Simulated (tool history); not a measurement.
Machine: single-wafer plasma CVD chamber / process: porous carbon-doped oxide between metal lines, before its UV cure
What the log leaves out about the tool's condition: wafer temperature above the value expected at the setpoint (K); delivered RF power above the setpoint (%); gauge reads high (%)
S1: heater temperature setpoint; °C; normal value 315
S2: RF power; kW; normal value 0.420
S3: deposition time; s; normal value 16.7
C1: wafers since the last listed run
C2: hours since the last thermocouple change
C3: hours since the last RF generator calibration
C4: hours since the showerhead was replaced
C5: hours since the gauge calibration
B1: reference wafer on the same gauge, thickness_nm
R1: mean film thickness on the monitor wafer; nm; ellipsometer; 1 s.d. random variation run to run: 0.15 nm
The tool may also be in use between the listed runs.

{"run": 1, "day": 0.0, "S1": 315, "S2": 0.42, "S3": 16.7, "C1": 0, "C2": 1485.2, "C3": 619.2, "C4": 3244.7, "C5": 1312.6, "B1": 75.973, "R1": 74.116}
{"run": 2, "day": 1.908, "S1": 315, "S2": 0.42, "S3": 16.7, "C1": 813, "C2": 1531.0, "C3": 665.0, "C4": 3290.5, "C5": 1358.4, "B1": 76.014, "R1": 73.569}
{"run": 3, "day": 4.017, "S1": 315, "S2": 0.42, "S3": 16.7, "C1": 898, "C2": 1581.6, "C3": 715.6, "C4": 3341.1, "C5": 1409.0, "B1": 76.016, "R1": 73.536}
{"run": 4, "day": 9.167, "S1": 315, "S2": 0.42, "S3": 16.7, "C1": 2195, "C2": 1705.2, "C3": 839.2, "C4": 3464.7, "C5": 1532.6, "B1": 75.963, "R1": 73.08}
{"day": 16.662, "done": "RF generator calibrated"}
{"run": 5, "day": 17.217, "S1": 315, "S2": 0.42, "S3": 16.7, "C1": 3289, "C2": 1898.4, "C3": 13.3, "C4": 3657.9, "C5": 1725.8, "B1": 76.044, "R1": 75.109}
{"run": 6, "day": 19.45, "S1": 315, "S2": 0.42, "S3": 16.7, "C1": 952, "C2": 1952.0, "C3": 66.9, "C4": 3711.5, "C5": 1779.4, "B1": 76.009, "R1": 75.113}
{"run": 7, "day": 21.25, "S1": 315, "S2": 0.42, "S3": 17.9, "C1": 767, "C2": 1995.2, "C3": 110.1, "C4": 3754.7, "C5": 1822.6, "B1": 76.028, "R1": 80.142}
{"run": 8, "day": 23.033, "S1": 325, "S2": 0.42, "S3": 16.7, "C1": 760, "C2": 2038.0, "C3": 152.9, "C4": 3797.5, "C5": 1865.4, "B1": 76.017, "R1": 71.32}
{"run": 9, "day": 25.279, "S1": 325, "S2": 0.42, "S3": 16.7, "C1": 957, "C2": 2091.9, "C3": 206.8, "C4": 3851.4, "C5": 1919.3, "B1": 76.002, "R1": 71.438}
{"run": 10, "day": 26.529, "S1": 311, "S2": 0.42, "S3": 18.9, "C1": 532, "C2": 2121.9, "C3": 236.8, "C4": 3881.4, "C5": 1949.3, "B1": 75.962, "R1": 85.857}
{"run": 11, "day": 28.338, "S1": 311, "S2": 0.42, "S3": 18.9, "C1": 770, "C2": 2165.3, "C3": 280.2, "C4": 3924.8, "C5": 1992.7, "B1": 76.001, "R1": 85.713}
{"run": 12, "day": 31.229, "S1": 311, "S2": 0.42, "S3": 18.9, "C1": 1232, "C2": 2234.7, "C3": 349.6, "C4": 3994.2, "C5": 2062.1, "B1": 75.999, "R1": 85.77}
{"run": 13, "day": 33.804, "S1": 315, "S2": 0.42, "S3": 16.7, "C1": 1097, "C2": 2296.5, "C3": 411.4, "C4": 4056.0, "C5": 2123.9, "B1": 76.037, "R1": 74.293}
{"run": 14, "day": 36.675, "S1": 315, "S2": 0.475, "S3": 14.1, "C1": 1223, "C2": 2365.4, "C3": 480.3, "C4": 4124.9, "C5": 2192.8, "B1": 75.934, "R1": 68.125}
{"day": 36.975, "done": "gauge calibrated"}
{"run": 15, "day": 39.083, "S1": 315, "S2": 0.475, "S3": 14.1, "C1": 1026, "C2": 2423.2, "C3": 538.1, "C4": 4182.7, "C5": 50.6, "B1": 76.0, "R1": 68.261}
{"run": 16, "day": 41.654, "S1": 315, "S2": 0.42, "S3": 16.7, "C1": 1096, "C2": 2484.9, "C3": 599.8, "C4": 4244.4, "C5": 112.3, "B1": 75.973, "R1": 73.928}
{"run": 17, "day": 44.225, "S1": 325, "S2": 0.345, "S3": 17.7, "C1": 1096, "C2": 2546.6, "C3": 661.5, "C4": 4306.1, "C5": 174.0, "B1": 76.015, "R1": 65.672}
{"run": 18, "day": 45.3, "S1": 303, "S2": 0.42, "S3": 15.2, "C1": 458, "C2": 2572.4, "C3": 687.3, "C4": 4331.9, "C5": 199.8, "B1": 76.032, "R1": 71.424}
{"run": 19, "day": 48.288, "S1": 310, "S2": 0.42, "S3": 17.9, "C1": 1273, "C2": 2644.1, "C3": 759.0, "C4": 4403.6, "C5": 271.5, "B1": 75.957, "R1": 80.757}
{"day": 49.242, "done": "thermocouple changed; heater temperature recalibrated"}
{"day": 49.779, "done": "RF generator calibrated"}
{"run": 20, "day": 50.892, "S1": 301, "S2": 0.36, "S3": 14.3, "C1": 826, "C2": 39.6, "C3": 26.7, "C4": 4466.1, "C5": 334.0, "B1": 75.992, "R1": 63.185}
{"run": 21, "day": 52.208, "S1": 315, "S2": 0.42, "S3": 16.7, "C1": 561, "C2": 71.2, "C3": 58.3, "C4": 4497.7, "C5": 365.6, "B1": 76.01, "R1": 74.725}
{"day": 54.033, "done": "showerhead replaced, of another model than before"}
{"run": 22, "day": 54.512, "S1": 315, "S2": 0.395, "S3": 16.7, "C1": 840, "C2": 126.5, "C3": 113.6, "C4": 11.5, "C5": 420.9, "B1": 75.992, "R1": 73.436}
{"run": 23, "day": 56.912, "S1": 320, "S2": 0.42, "S3": 16.7, "C1": 1023, "C2": 184.1, "C3": 171.2, "C4": 69.1, "C5": 478.5, "B1": 76.014, "R1": 73.286}
{"run": 24, "day": 59.496, "S1": 315, "S2": 0.42, "S3": 16.7, "C1": 1101, "C2": 246.1, "C3": 233.2, "C4": 131.1, "C5": 540.5, "B1": 76.006, "R1": 75.145}
{"run": 25, "day": 60.579, "S1": 300, "S2": 0.505, "S3": 19.9, "C1": 461, "C2": 272.1, "C3": 259.2, "C4": 157.1, "C5": 566.5, "B1": 75.959, "R1": 102.278}
{"run": 26, "day": 63.438, "S1": 327, "S2": 0.395, "S3": 16.7, "C1": 1218, "C2": 340.7, "C3": 327.8, "C4": 225.7, "C5": 635.1, "B1": 75.984, "R1": 68.983}
{"run": 27, "day": 66.004, "S1": 315, "S2": 0.42, "S3": 16.7, "C1": 1094, "C2": 402.3, "C3": 389.4, "C4": 287.3, "C5": 696.7, "B1": 75.98, "R1": 74.474}
{"run": 28, "day": 73.362, "S1": 315, "S2": 0.42, "S3": 14.5, "C1": 3137, "C2": 578.9, "C3": 566.0, "C4": 463.9, "C5": 873.3, "B1": 75.993, "R1": 65.026}
{"run": 29, "day": 74.996, "S1": 304, "S2": 0.38, "S3": 16.7, "C1": 696, "C2": 618.1, "C3": 605.2, "C4": 503.1, "C5": 912.5, "B1": 76.016, "R1": 76.109}
{"run": 30, "day": 77.558, "S1": 300, "S2": 0.42, "S3": 19.4, "C1": 1092, "C2": 679.6, "C3": 666.7, "C4": 564.6, "C5": 974.0, "B1": 75.969, "R1": 93.217}
{"run": 31, "day": 79.492, "S1": 315, "S2": 0.42, "S3": 16.7, "C1": 824, "C2": 726.0, "C3": 713.1, "C4": 611.0, "C5": 1020.4, "B1": 75.94, "R1": 74.039}
{"run": 32, "day": 81.962, "S1": 326, "S2": 0.42, "S3": 15.4, "C1": 1053, "C2": 785.3, "C3": 772.4, "C4": 670.3, "C5": 1079.7, "B1": 75.974, "R1": 64.912}
{"run": 33, "day": 84.238, "S1": 315, "S2": 0.42, "S3": 15.0, "C1": 969, "C2": 839.9, "C3": 827.0, "C4": 724.9, "C5": 1134.3, "B1": 76.021, "R1": 66.837}
{"run": 34, "day": 85.375, "S1": 315, "S2": 0.42, "S3": 16.7, "C1": 484, "C2": 867.2, "C3": 854.3, "C4": 752.2, "C5": 1161.6, "B1": 75.973, "R1": 73.911}

How would selected steps in R1 from run to run divide? Give the signed amount a tool lacking its hidden state would still show from settings, what came in and random variation, and the signed amount left for the hidden state, including any gauge scatter that is not in both of the compared results.
Run 4 -> 5: RF generator calibrated. R1 +2.029 nm: hidden state +1.923, all else +0.106.
Run 18 -> 19: S1 303 -> 310, S3 15.2 -> 17.9. R1 +9.333 nm: hidden state -0.394, all else +9.727.
Run 19 -> 20: S1 310 -> 301, S2 0.420 -> 0.360, S3 17.9 -> 14.3, thermocouple changed; heater temperature recalibrated, RF generator calibrated. R1 -17.572 nm: hidden state +1.632, all else -19.204.
Run 24 -> 25: S1 315 -> 300, S2 0.420 -> 0.505, S3 16.7 -> 19.9. R1 +27.133 nm: hidden state -0.165, all else +27.298.
Run 25 -> 26: S1 300 -> 327, S2 0.505 -> 0.395, S3 19.9 -> 16.7. R1 -33.295 nm: hidden state +0.097, all else -33.392.
Run 30 -> 31: S1 300 -> 315, S3 19.4 -> 16.7. R1 -19.178 nm: hidden state +0.204, all else -19.382.
